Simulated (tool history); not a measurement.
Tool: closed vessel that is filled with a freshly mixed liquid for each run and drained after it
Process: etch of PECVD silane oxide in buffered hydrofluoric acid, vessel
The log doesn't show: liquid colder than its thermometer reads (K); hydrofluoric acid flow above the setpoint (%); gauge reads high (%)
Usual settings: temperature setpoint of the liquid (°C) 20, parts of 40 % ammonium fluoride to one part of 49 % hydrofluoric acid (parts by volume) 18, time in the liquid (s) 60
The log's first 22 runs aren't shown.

run   hour  temperature setpoint of the liquid (°C)  parts of 40 % ammonium fluoride to one part of 49 % hydrofluoric acid (parts by volume)  time in the liquid (s)  wafers since the last listed run  hours since the thermometer was replaced  hours since the hydrofluoric acid flow meter was replaced  hours since the gauge calibration  read-back film thickness of the PECVD silane oxide reference wafer, read on the same gauge (nm)  thickness taken off the PECVD silane oxide on a monitor wafer (angstrom)
 23  240.7                                       23                                                                                     20.5                      90                              2104                                       133                                                       29.5                               74.8                                                                                               90                                                                    1484.5
 24  248.4                                       17                                                                                     11.5                      45                               976                                     140.7                                                       37.2                               82.5                                                                                            89.98                                                                     941.6
 25  263.4                                       23                                                                                       15                      45                              1901                                     155.7                                                       52.2                               97.5                                                                                            89.99                                                                    1007.9
 26  276.8                                       20                                                                                       18                      60                              1699                                     169.1                                                       65.6                              110.9                                                                                            89.99                                                                     937.5
 27  293.9                                       24                                                                                       16                      60                              2168                                     186.2                                                       82.7                                128                                                                                            89.99                                                                    1327.9
 28  299.9                                       20                                                                                       18                      60                               760                                     192.2                                                       88.7                                134                                                                                            89.99                                                                     950.5
 29    315                                       20                                                                                       18                      60                              1914                                     207.3                                                      103.8                              149.1                                                                                            90.01                                                                     955.1
 30  325.5                                       20                                                                                     24.5                      60                              1331                                     217.8                                                      114.3                              159.6                                                                                            89.98                                                                     735.3
 31    337                                       20                                                                                       18                      60                              1458                                     229.3                                                      125.8                              171.1                                                                                            90.01                                                                     948.2
 32  348.8                                       20                                                                                     21.5                      95                              1496                                     241.1                                                      137.6                              182.9                                                                                               90                                                                    1283.6
 33  375.2                                       17                                                                                       14                      75                              3347                                     267.5                                                        164                              209.3                                                                                            89.99                                                                    1267.9

4 ways to go on from here, each from the tool as it stands after run 33. What would each give?
  A  375.9                                       20                                                                                       18                      75                                88                                     268.2                                                      164.7                                210                                                                                                ?                                                                         ?
  B  375.9                                     22.5                                                                                       18                      30                                88                                     268.2                                                      164.7                                210                                                                                                ?                                                                         ?
  C  375.9                                       17                                                                                     15.5                      50                                88                                     268.2                                                      164.7                                210                                                                                                ?                                                                         ?
  D  375.9                                       20                                                                                       23                      90                                88                                     268.2                                                      164.7                                210                                                                                                ?                                                                         ?

run  read-back film thickness of the PECVD silane oxide reference wafer, read on the same gauge (nm)  thickness taken off the PECVD silane oxide on a monitor wafer (angstrom)
  A                                                                                            89.99                                                                    1171.9
  B                                                                                            89.99                                                                       539
  C                                                                                            89.99                                                                     763.5
  D                                                                                            89.99                                                                    1150.7
Without the tool's hidden state the same runs would have given:
run  thickness taken off the PECVD silane oxide on a monitor wafer (angstrom)
  A                                                                    1199.9
  B                                                                     551.6
  C                                                                     782.1
  D                                                                    1178.3

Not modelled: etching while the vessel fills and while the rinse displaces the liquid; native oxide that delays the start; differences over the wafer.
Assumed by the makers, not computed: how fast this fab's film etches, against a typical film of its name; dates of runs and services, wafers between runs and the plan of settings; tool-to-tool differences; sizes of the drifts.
